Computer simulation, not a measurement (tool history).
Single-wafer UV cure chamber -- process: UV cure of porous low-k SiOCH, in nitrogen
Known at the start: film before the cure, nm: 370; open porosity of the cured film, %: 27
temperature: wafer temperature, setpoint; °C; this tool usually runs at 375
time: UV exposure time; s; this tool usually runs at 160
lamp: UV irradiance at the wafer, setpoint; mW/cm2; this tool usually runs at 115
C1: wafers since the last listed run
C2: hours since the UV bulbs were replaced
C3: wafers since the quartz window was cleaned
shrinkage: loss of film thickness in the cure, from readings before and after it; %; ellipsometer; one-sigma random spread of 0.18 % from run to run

Run 1, hour 0.0: usual settings but temperature 390 °C, time 220 s; C1 0; C2 368.4; C3 294. Result: shrinkage 12.793 %.
Run 2, hour 101.4: usual settings but temperature 390 °C, time 220 s; C1 1026; C2 469.8; C3 1320. Result: shrinkage 12.651 %.
Run 3, hour 195.7: usual settings; C1 954; C2 564.1; C3 2275. Result: shrinkage 10.671 %.
Run 4, hour 355.0: usual settings; C1 1612; C2 723.4; C3 3888. Result: shrinkage 10.228 %.
Run 5, hour 418.6: usual settings; C1 643; C2 787.0; C3 4531. Result: shrinkage 10.102 %.
Run 6, hour 469.2: usual settings; C1 512; C2 837.6; C3 5044. Result: shrinkage 10.470 %.
At hour 542.0: quartz window cleaned.
Run 7, hour 548.8: usual settings; C1 724; C2 917.2; C3 68. Result: shrinkage 10.236 %.
Run 8, hour 632.5: usual settings; C1 847; C2 1000.9; C3 916. Result: shrinkage 10.177 %.
At hour 654.3: UV bulbs replaced.
Run 9, hour 717.1: usual settings; C1 775; C2 62.8; C3 1691. Result: shrinkage 11.381 %.
Run 10, hour 800.1: usual settings; C1 840; C2 145.8; C3 2531. Result: shrinkage 11.099 %.
Run 11, hour 885.5: usual settings but temperature 386 °C, lamp 104 mW/cm2; C1 864; C2 231.2; C3 3396. Result: shrinkage 10.806 %.
Run 12, hour 949.3: usual settings but temperature 386 °C, lamp 104 mW/cm2; C1 645; C2 295.0; C3 4042. Result: shrinkage 10.437 %.
Run 13, hour 986.0: usual settings; C1 371; C2 331.7; C3 4413. Result: shrinkage 10.793 %.
At hour 1147.1: quartz window cleaned.
Run 14, hour 1242.9: usual settings; C1 2519; C2 588.6; C3 969. Result: shrinkage 10.280 %.
Run 15, hour 1314.2: usual settings; C1 721; C2 659.9; C3 1691. Result: shrinkage 10.153 %.
Run 16, hour 1371.0: usual settings; C1 575; C2 716.7; C3 2266. Result: shrinkage 10.197 %.
At hour 1525.5: UV bulbs replaced.
Run 17, hour 1673.7: usual settings; C1 2983; C2 148.2; C3 5249. Result: shrinkage 11.225 %.
Run 18, hour 1761.7: usual settings but time 240 s, lamp 80 mW/cm2; C1 890; C2 236.2; C3 6140. Result: shrinkage 11.310 %.
Run 19, hour 1844.8: usual settings but temperature 390 °C; C1 841; C2 319.3; C3 6981. Result: shrinkage 11.395 %.
At hour 1886.3: quartz window cleaned.
Run 20, hour 1918.1: usual settings but time 110 s; C1 661; C2 392.6; C3 322. Result: shrinkage 8.629 %.
Run 21, hour 1968.4: usual settings but temperature 369 °C, time 95 s; C1 509; C2 442.9; C3 831. Result: shrinkage 8.104 %.
Run 22, hour 2063.2: usual settings; C1 959; C2 537.7; C3 1791. Result: shrinkage 10.301 %.
Run 23, hour 2152.1: usual settings but temperature 394 °C, time 215 s, lamp 152 mW/cm2; C1 899; C2 626.6; C3 2691. Result: shrinkage 13.560 %.
Run 24, hour 2227.0: usual settings but temperature 384 °C, time 190 s, lamp 98 mW/cm2; C1 758; C2 701.5; C3 3449. Result: shrinkage 10.889 %.
Run 25, hour 2298.6: usual settings; C1 724; C2 773.1; C3 4174. Result: shrinkage 10.255 %.
Run 26, hour 2390.5: usual settings but temperature 366 °C; C1 930; C2 865.0; C3 5104. Result: shrinkage 10.076 %.
At hour 2457.3: UV bulbs replaced.
Run 27, hour 2474.9: usual settings but time 110 s; C1 773; C2 17.6; C3 5877. Result: shrinkage 10.267 %.
Run 28, hour 2601.7: usual settings but temperature 384 °C, time 120 s, lamp 78 mW/cm2; C1 1283; C2 144.4; C3 7161. Result: shrinkage 8.392 %.
At hour 2618.1: quartz window cleaned.
Run 29, hour 2671.5: usual settings but lamp 146 mW/cm2; C1 625; C2 214.2; C3 540. Result: shrinkage 12.810 %.
Run 30, hour 2725.9: usual settings but time 100 s, lamp 154 mW/cm2; C1 550; C2 268.6; C3 1091. Result: shrinkage 10.222 %.
Run 31, hour 2933.9: usual settings but time 75 s; C1 2105; C2 476.6; C3 3196. Result: shrinkage 6.921 %.
Run 32, hour 3069.6: usual settings but temperature 364 °C, time 240 s; C1 1373; C2 612.3; C3 4570. Result: shrinkage 12.415 %.
Run 33, hour 3123.0: usual settings; C1 540; C2 665.7; C3 5111. Result: shrinkage 10.604 %.
Run 34, hour 3198.2: usual settings but temperature 361 °C, time 125 s, lamp 85 mW/cm2; C1 761; C2 740.9; C3 5872. Result: shrinkage 7.546 %.
Run 35, hour 3261.7: usual settings but temperature 356 °C, time 85 s, lamp 128 mW/cm2; C1 642; C2 804.4; C3 6515. Result: shrinkage 7.614 %.

Measured minus without-hidden-state, run by run (identical run-to-run variation in each term; gauge scatter may differ):
Hidden state present: lamp output below its setpoint, %; transmission lost against a clean window, %.
run  shrinkage
  1     -1.466
  2     -1.646
  3     -1.718
  4     -1.802
  5     -1.823
  6     -1.921
  7     -1.915
  8     -1.936
  9     -0.664
 10     -0.999
 11     -1.301
 12     -1.447
 13     -1.562
 14     -1.947
 15     -2.002
 16     -2.064
 17     -0.862
 18     -1.156
 19     -1.392
 20     -1.414
 21     -1.528
 22     -1.685
 23     -1.898
 24     -1.930
 25     -1.905
 26     -1.955
 27     -0.215
 28     -0.700
 29     -1.010
 30     -1.092
 31     -1.342
 32     -1.715
 33     -1.713
 34     -1.644
 35     -1.698
